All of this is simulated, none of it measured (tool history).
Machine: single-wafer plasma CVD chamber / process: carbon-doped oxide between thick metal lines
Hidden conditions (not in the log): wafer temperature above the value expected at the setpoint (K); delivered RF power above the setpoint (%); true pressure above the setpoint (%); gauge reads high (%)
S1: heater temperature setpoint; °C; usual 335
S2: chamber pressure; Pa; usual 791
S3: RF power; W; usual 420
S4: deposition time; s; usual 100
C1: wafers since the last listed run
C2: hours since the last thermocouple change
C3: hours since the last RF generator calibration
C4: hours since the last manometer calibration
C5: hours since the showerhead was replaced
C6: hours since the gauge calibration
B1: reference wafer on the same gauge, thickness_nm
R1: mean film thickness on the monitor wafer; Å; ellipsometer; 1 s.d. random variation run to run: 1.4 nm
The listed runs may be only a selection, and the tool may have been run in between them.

Run 1, day 0: usual settings but S2 696 Pa; C1 0; C2 775.9; C3 831.5; C4 2322.6; C5 8418.2; C6 870.8; B1 549.973. Result: R1 5244.33 Å.
At day 0.762: thermocouple changed; heater temperature recalibrated.
Run 2, day 1.042: usual settings; C1 228; C2 6.7; C3 856.5; C4 2347.6; C5 8443.2; C6 895.8; B1 550.042. Result: R1 5369.74 Å.
Run 3, day 2.129: usual settings; C1 350; C2 32.8; C3 882.6; C4 2373.7; C5 8469.3; C6 921.9; B1 550.229. Result: R1 5370.64 Å.
Run 4, day 3.575: usual settings; C1 466; C2 67.5; C3 917.3; C4 2408.4; C5 8504; C6 956.6; B1 549.803. Result: R1 5362.96 Å.
Run 5, day 4.679: usual settings; C1 355; C2 94; C3 943.8; C4 2434.9; C5 8530.5; C6 983.1; B1 550.136. Result: R1 5354.07 Å.
Run 6, day 5.221: usual settings; C1 174; C2 107; C3 956.8; C4 2447.9; C5 8543.5; C6 996.1; B1 550.204. Result: R1 5359.45 Å.
Run 7, day 6.288: usual settings; C1 343; C2 132.6; C3 982.4; C4 2473.5; C5 8569.1; C6 1021.7; B1 549.857. Result: R1 5350.51 Å.
Run 8, day 6.967: usual settings; C1 218; C2 148.9; C3 998.7; C4 2489.8; C5 8585.4; C6 1038; B1 550.57. Result: R1 5338.04 Å.
Run 9, day 8.162: usual settings but S1 342 °C, S2 921 Pa, S3 495 W; C1 385; C2 177.6; C3 1027.4; C4 2518.5; C5 8614.1; C6 1066.7; B1 549.827. Result: R1 6195.17 Å.
At day 9.35: showerhead replaced.
Run 10, day 9.55: usual settings; C1 339; C2 210.9; C3 1060.7; C4 2551.8; C5 4.8; C6 1100; B1 549.642. Result: R1 5335.04 Å.
Run 11, day 10.421: usual settings but S1 321 °C, S2 927 Pa, S3 360 W, S4 84 s; C1 280; C2 231.8; C3 1081.6; C4 2572.7; C5 25.7; C6 1120.9; B1 549.868. Result: R1 4055.81 Å.
Run 12, day 11.629: usual settings but S4 81 s; C1 389; C2 260.8; C3 1110.6; C4 2601.7; C5 54.7; C6 1149.9; B1 549.944. Result: R1 4318.67 Å.
At day 12.588: gauge calibrated.
Run 13, day 12.617: usual settings but S2 627 Pa; C1 318; C2 284.5; C3 1134.3; C4 2625.4; C5 78.4; C6 0.7; B1 549.836. Result: R1 5040.96 Å.
Run 14, day 13.392: usual settings but S1 328 °C; C1 249; C2 303.1; C3 1152.9; C4 2644; C5 97; C6 19.3; B1 549.911. Result: R1 5405.4 Å.
At day 14.192: capacitance manometer re-zeroed and calibrated.
Run 15, day 14.212: usual settings but S1 342 °C, S2 971 Pa, S3 470 W, S4 111 s; C1 157; C2 322.8; C3 1172.6; C4 0.5; C5 116.7; C6 39; B1 550.358. Result: R1 6522.31 Å.
Run 16, day 14.567: usual settings; C1 114; C2 331.3; C3 1181.1; C4 9; C5 125.2; C6 47.5; B1 550.064. Result: R1 5249.52 Å.
At day 15.917: RF generator calibrated.
Run 17, day 15.938: usual settings but S1 341 °C, S2 737 Pa; C1 334; C2 364.2; C3 0.5; C4 41.9; C5 158.1; C6 80.4; B1 550.036. Result: R1 5330.1 Å.
Run 18, day 16.921: usual settings but S1 326 °C; C1 316; C2 387.8; C3 24.1; C4 65.5; C5 181.7; C6 104; B1 550.089. Result: R1 5629.41 Å.
Run 19, day 18.375: usual settings; C1 468; C2 422.7; C3 59; C4 100.4; C5 216.6; C6 138.9; B1 549.961. Result: R1 5509.87 Å.
Run 20, day 19.258: usual settings but S2 945 Pa, S3 490 W, S4 87 s; C1 284; C2 443.9; C3 80.2; C4 121.6; C5 237.8; C6 160.1; B1 550.164. Result: R1 5579.17 Å.
Run 21, day 20.558: usual settings; C1 419; C2 475.1; C3 111.4; C4 152.8; C5 269; C6 191.3; B1 549.843. Result: R1 5470.75 Å.
Run 22, day 21.554: usual settings but S1 329 °C, S2 727 Pa; C1 321; C2 499; C3 135.3; C4 176.7; C5 292.9; C6 215.2; B1 550.123. Result: R1 5457.59 Å.
Run 23, day 22.792: usual settings but S1 345 °C, S2 903 Pa, S3 470 W, S4 82 s; C1 398; C2 528.7; C3 165; C4 206.4; C5 322.6; C6 244.9; B1 549.762. Result: R1 4940.02 Å.
Run 24, day 23.592: usual settings but S2 664 Pa, S3 445 W, S4 92 s; C1 257; C2 547.9; C3 184.2; C4 225.6; C5 341.8; C6 264.1; B1 549.77. Result: R1 5138.14 Å.
Run 25, day 24.679: usual settings but S1 322 °C, S2 865 Pa, S4 94 s; C1 350; C2 574; C3 210.3; C4 251.7; C5 367.9; C6 290.2; B1 549.736. Result: R1 5423.8 Å.
Run 26, day 25.683: usual settings but S1 324 °C, S2 712 Pa, S3 465 W, S4 88 s; C1 323; C2 598.1; C3 234.4; C4 275.8; C5 392; C6 314.3; B1 550.191. Result: R1 5329.91 Å.
Run 27, day 26.529: usual settings; C1 272; C2 618.4; C3 254.7; C4 296.1; C5 412.3; C6 334.6; B1 549.933. Result: R1 5486.04 Å.

Consider 5 possible next runs. They are alternatives, not a sequence: every one starts from the tool as it was left by run 27. What does each give?
Run A, day 26.546: usual settings but S3 465 W; C1 5; C2 618.8; C3 255.1; C4 296.5; C5 412.7; C6 335; B1 ?. Result: R1 ?.
Run B, day 26.546: usual settings but S2 640 Pa; C1 5; C2 618.8; C3 255.1; C4 296.5; C5 412.7; C6 335; B1 ?. Result: R1 ?.
Run C, day 26.546: usual settings but S2 965 Pa; C1 5; C2 618.8; C3 255.1; C4 296.5; C5 412.7; C6 335; B1 ?. Result: R1 ?.
Run D, day 26.546: usual settings but S1 329 °C, S2 613 Pa, S4 92 s; C1 5; C2 618.8; C3 255.1; C4 296.5; C5 412.7; C6 335; B1 ?. Result: R1 ?.
Run E, day 26.546: usual settings but S1 342 °C, S2 975 Pa, S3 445 W; C1 5; C2 618.8; C3 255.1; C4 296.5; C5 412.7; C6 335; B1 ?. Result: R1 ?.

run       B1       R1
  A  550.437  6016.22
  B  550.437  5236.01
  C  550.437     5621
  D  550.437  4847.03
  E  550.437  5841.71
Without the tool's unlogged condition, the same runs would have read:
run       R1
  A  6043.91
  B  5263.99
  C  5651.04
  D  4872.93
  E  5872.92
